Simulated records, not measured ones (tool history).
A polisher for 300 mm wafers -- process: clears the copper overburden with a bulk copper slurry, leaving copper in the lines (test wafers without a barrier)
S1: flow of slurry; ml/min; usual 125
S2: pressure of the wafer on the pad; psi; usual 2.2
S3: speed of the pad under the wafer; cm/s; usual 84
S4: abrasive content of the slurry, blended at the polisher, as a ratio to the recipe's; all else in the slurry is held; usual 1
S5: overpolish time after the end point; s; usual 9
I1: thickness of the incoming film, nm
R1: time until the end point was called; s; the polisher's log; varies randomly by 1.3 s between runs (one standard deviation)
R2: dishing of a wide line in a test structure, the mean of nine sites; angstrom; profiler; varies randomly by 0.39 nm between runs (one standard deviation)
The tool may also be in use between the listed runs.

run     day   S1   S2   S3    S4  S5     I1     R1   R2
  1       0  125  2.2   84     1   9  710.6  155.7  260
  2   0.583  125  1.8   84     1   9  712.1  190.7  226
      1.008  -- slurry blender recalibrated
  3   1.988  125  2.2   84     1   9  704.8  150.4  258
  4   2.829  125  2.2   84     1   9  715.4  156.4  260
  5   3.667  125    2   84     1   5  702.4  165.9  148
       5.15  -- worn pad replaced by a new one
  6   5.171  125    3   84   1.2   7  697.6  107.6  284
  7   6.471  125  1.4   84   1.2   9  697.2  234.1  180
  8   7.738  125  2.4   56     1   9  714.1  206.3  206
  9   8.467  125  2.4   84     1   9  713.3  142.2  281
      8.596  -- slurry nozzle cleaned
 10   9.129  125  2.2   84     1   9  702.9  141.1  274
 11  10.325  125  1.7   84   0.8   9  699.6  186.6  220
 12  11.175  125  2.4   56     1   9  702.3  192.6  217
     11.438  -- slurry blender recalibrated
 13  12.671   80  2.8   84  0.75   5    703  136.8  188
 14  13.225  125    3   84   1.3   9  700.3  103.4  360
 15  14.504  125  2.2   72     1   9  707.5  167.6  243
     15.129  -- worn pad replaced by a new one
 16   15.15  125  2.2   84  0.75   6    706  149.2  194
 17  16.483  125  2.2   84  0.75   9  710.9  150.8  266
 18  17.817  170  2.2   98   0.7   9  710.4  122.4  307
 19  19.088  155  1.8  108     1  11  709.1  136.1  323
 20  19.704  125  2.2   84     1   9  692.9  143.4  265
 21  20.721  160  2.2   84     1   9  716.4  141.9  283
     21.642  -- slurry blender recalibrated
 22  22.212   90  2.2   54     1   8  695.3  247.3  160
 23  22.975  105  2.2   84     1   9  690.8  150.3  264
 24  23.738  125  2.2   84     1   5  692.5  144.9  172
 25  24.471   85  1.6  108   0.7   9  701.1  188.4  219
     25.283  -- slurry nozzle cleaned
     25.579  -- worn pad replaced by a new one
 26    25.6  125  2.2   84     1   9  692.1  135.8  282
 27  26.575  125  2.2   58  0.85  12  705.1  200.2  262
 28  28.721  125  2.5   84     1  13  696.3  124.4  389
 29  29.925  125  2.2   64     1   9  707.2  184.8  230

Here are 3 independent what-if runs from the current tool condition. What would each one return?
  A  29.946  125  2.2  84     1   9  697.2   ?   ?
  B  29.946   80  2.2  56  1.25   9  697.2   ?   ?
  C  29.946  125  2.2  84     1   6  697.2   ?   ?

run     R1   R2
  A  142.9  272
  B  236.9  185
  C  142.9  200
With the hidden condition removed and each run's random variation left untouched, the same runs would have given:
run     R1   R2
  A  147.6  265
  B    240  182
  C  147.6  194

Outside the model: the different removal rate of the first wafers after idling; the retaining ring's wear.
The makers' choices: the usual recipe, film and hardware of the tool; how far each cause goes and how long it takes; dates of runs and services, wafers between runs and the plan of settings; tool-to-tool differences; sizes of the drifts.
